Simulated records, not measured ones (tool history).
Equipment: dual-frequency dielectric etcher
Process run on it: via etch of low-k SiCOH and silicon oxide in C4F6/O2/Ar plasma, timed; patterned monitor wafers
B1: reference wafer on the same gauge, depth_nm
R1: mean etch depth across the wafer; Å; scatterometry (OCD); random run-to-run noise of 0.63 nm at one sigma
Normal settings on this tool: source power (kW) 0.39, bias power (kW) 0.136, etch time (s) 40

run 1 hour=0 | source_power_(kW)=0.39 bias_power_(kW)=0.136 etch_time_(s)=31.5 | B1=95.4 | R1=719
run 2 hour=12.3 | source_power_(kW)=0.39 bias_power_(kW)=0.136 etch_time_(s)=31.5 | B1=95.4 | R1=720
run 3 hour=30.2 | source_power_(kW)=0.39 bias_power_(kW)=0.136 etch_time_(s)=40 | B1=95.1 | R1=916
run 4 hour=55.1 | source_power_(kW)=0.43 bias_power_(kW)=0.136 etch_time_(s)=40 | B1=95.3 | R1=944
run 5 hour=72.9 | source_power_(kW)=0.43 bias_power_(kW)=0.136 etch_time_(s)=40 | B1=95.3 | R1=949
run 6 hour=89.5 | source_power_(kW)=0.39 bias_power_(kW)=0.146 etch_time_(s)=40 | B1=95.4 | R1=931
run 7 hour=113.4 | source_power_(kW)=0.39 bias_power_(kW)=0.146 etch_time_(s)=40 | B1=95.6 | R1=927
run 8 hour=132.5 | source_power_(kW)=0.44 bias_power_(kW)=0.136 etch_time_(s)=40 | B1=95.6 | R1=941
run 9 hour=162.2 | source_power_(kW)=0.44 bias_power_(kW)=0.136 etch_time_(s)=40 | B1=95.6 | R1=944
-- hour=167.2 gauge calibrated
run 10 hour=194.1 | source_power_(kW)=0.39 bias_power_(kW)=0.164 etch_time_(s)=48.5 | B1=95.2 | R1=1146
run 11 hour=218.5 | source_power_(kW)=0.39 bias_power_(kW)=0.119 etch_time_(s)=40 | B1=95.4 | R1=868
-- hour=233 source power generator calibrated
-- hour=248.6 upper electrode replaced
run 12 hour=249.1 | source_power_(kW)=0.39 bias_power_(kW)=0.136 etch_time_(s)=40 | B1=95.6 | R1=894
-- hour=271.9 bias power generator calibrated
-- hour=276.8 wet clean of the chamber
run 13 hour=277.3 | source_power_(kW)=0.39 bias_power_(kW)=0.127 etch_time_(s)=40 | B1=95.3 | R1=933
run 14 hour=296.6 | source_power_(kW)=0.34 bias_power_(kW)=0.136 etch_time_(s)=40 | B1=95.1 | R1=905
run 15 hour=312.8 | source_power_(kW)=0.39 bias_power_(kW)=0.123 etch_time_(s)=35 | B1=95.5 | R1=808
run 16 hour=340.1 | source_power_(kW)=0.39 bias_power_(kW)=0.136 etch_time_(s)=47.5 | B1=95 | R1=1123
run 17 hour=360.7 | source_power_(kW)=0.44 bias_power_(kW)=0.136 etch_time_(s)=40 | B1=95.3 | R1=987
run 18 hour=390.7 | source_power_(kW)=0.43 bias_power_(kW)=0.116 etch_time_(s)=51 | B1=95.3 | R1=1217

4 options for the next run, each taken on its own from the tool as it stands now. Forecast them:
run A hour=391.1 | source_power_(kW)=0.39 bias_power_(kW)=0.162 etch_time_(s)=40 | B1=? | R1=?
run B hour=391.1 | source_power_(kW)=0.39 bias_power_(kW)=0.166 etch_time_(s)=40 | B1=? | R1=?
run C hour=391.1 | source_power_(kW)=0.29 bias_power_(kW)=0.111 etch_time_(s)=48.5 | B1=? | R1=?
run D hour=391.1 | source_power_(kW)=0.49 bias_power_(kW)=0.116 etch_time_(s)=36 | B1=? | R1=?

run=A B1=95.3 R1=974
run=B B1=95.3 R1=980
run=C B1=95.3 R1=969
run=D B1=95.3 R1=879
With no hidden state in the tool, these same runs would have given:
run=A R1=979
run=B R1=985
run=C R1=975
run=D R1=884

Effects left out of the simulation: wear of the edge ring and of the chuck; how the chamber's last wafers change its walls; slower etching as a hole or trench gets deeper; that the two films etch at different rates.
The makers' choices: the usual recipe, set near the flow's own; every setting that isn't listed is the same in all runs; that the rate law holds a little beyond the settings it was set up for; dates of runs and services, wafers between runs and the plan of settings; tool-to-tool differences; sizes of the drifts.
